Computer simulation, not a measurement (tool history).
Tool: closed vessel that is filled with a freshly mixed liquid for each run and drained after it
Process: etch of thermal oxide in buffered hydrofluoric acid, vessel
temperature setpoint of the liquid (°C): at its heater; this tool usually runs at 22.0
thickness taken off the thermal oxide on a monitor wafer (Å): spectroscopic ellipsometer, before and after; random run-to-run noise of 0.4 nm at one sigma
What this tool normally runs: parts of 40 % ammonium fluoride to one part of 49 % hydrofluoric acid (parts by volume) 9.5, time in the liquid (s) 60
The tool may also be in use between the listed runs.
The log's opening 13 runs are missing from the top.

run   hour  temperature setpoint of the liquid (°C)  parts of 40 % ammonium fluoride to one part of 49 % hydrofluoric acid (parts by volume)  time in the liquid (s)  read-back film thickness of the thermal oxide reference wafer, read on the same gauge (nm)  thickness taken off the thermal oxide on a monitor wafer (Å)
 14  195.8                                     19.0                                                                                      8.5                      40                                                                                       99.99                                                         520.5
 15  212.6                                     18.0                                                                                      6.0                      50                                                                                       99.98                                                         843.6
 16  228.5                                     19.0                                                                                      7.5                      80                                                                                      100.01                                                        1189.0
     234.3  -- hydrofluoric acid flow meter replaced, repeated, since the last time left the tool worse
 17  241.4                                     22.0                                                                                      9.5                      60                                                                                      100.00                                                         720.5
 18  257.8                                     25.5                                                                                      8.0                      80                                                                                       99.99                                                        1382.6
 19  275.4                                     22.0                                                                                      8.5                      30                                                                                      100.00                                                         397.3
 20  282.0                                     23.5                                                                                     13.5                      60                                                                                      100.01                                                         561.6
 21  289.8                                     24.0                                                                                     12.5                      45                                                                                       99.99                                                         468.7
 22  301.8                                     18.0                                                                                     13.5                      30                                                                                      100.04                                                         209.2
 23  318.2                                     22.0                                                                                      9.5                      90                                                                                       99.99                                                        1090.6
 24  331.7                                     22.0                                                                                      9.5                      60                                                                                      100.01                                                         729.7
 25  349.0                                     25.5                                                                                     11.5                      30                                                                                       99.99                                                         369.9
 26  358.7                                     22.0                                                                                      9.5                      60                                                                                       99.98                                                         719.6
 27  366.4                                     26.0                                                                                     10.5                      85                                                                                       99.99                                                        1185.0
 28  383.9                                     22.0                                                                                      9.5                      60                                                                                       99.97                                                         721.8
 29  395.9                                     18.0                                                                                      9.5                      40                                                                                      100.03                                                         382.3
 30  411.4                                     25.5                                                                                      9.5                      85                                                                                      100.02                                                        1238.0
 31  426.2                                     22.0                                                                                      9.5                      60                                                                                      100.00                                                         726.3
 32  439.3                                     22.0                                                                                      9.5                      60                                                                                      100.00                                                         731.4
 33  453.2                                     22.0                                                                                     12.0                      40                                                                                      100.01                                                         392.7

The next listed run, before its measurement:
 34  460.0                                     22.0                                                                                      9.5                      60                                                                                           ?                                                             ?

Run 34 yielded read-back film thickness of the thermal oxide reference wafer, read on the same gauge (nm) 100.00, thickness taken off the thermal oxide on a monitor wafer (Å) 721.4.
On a tool with no hidden condition, and with the same random variation, this run would have come out at thickness taken off the thermal oxide on a monitor wafer (Å) 717.0.
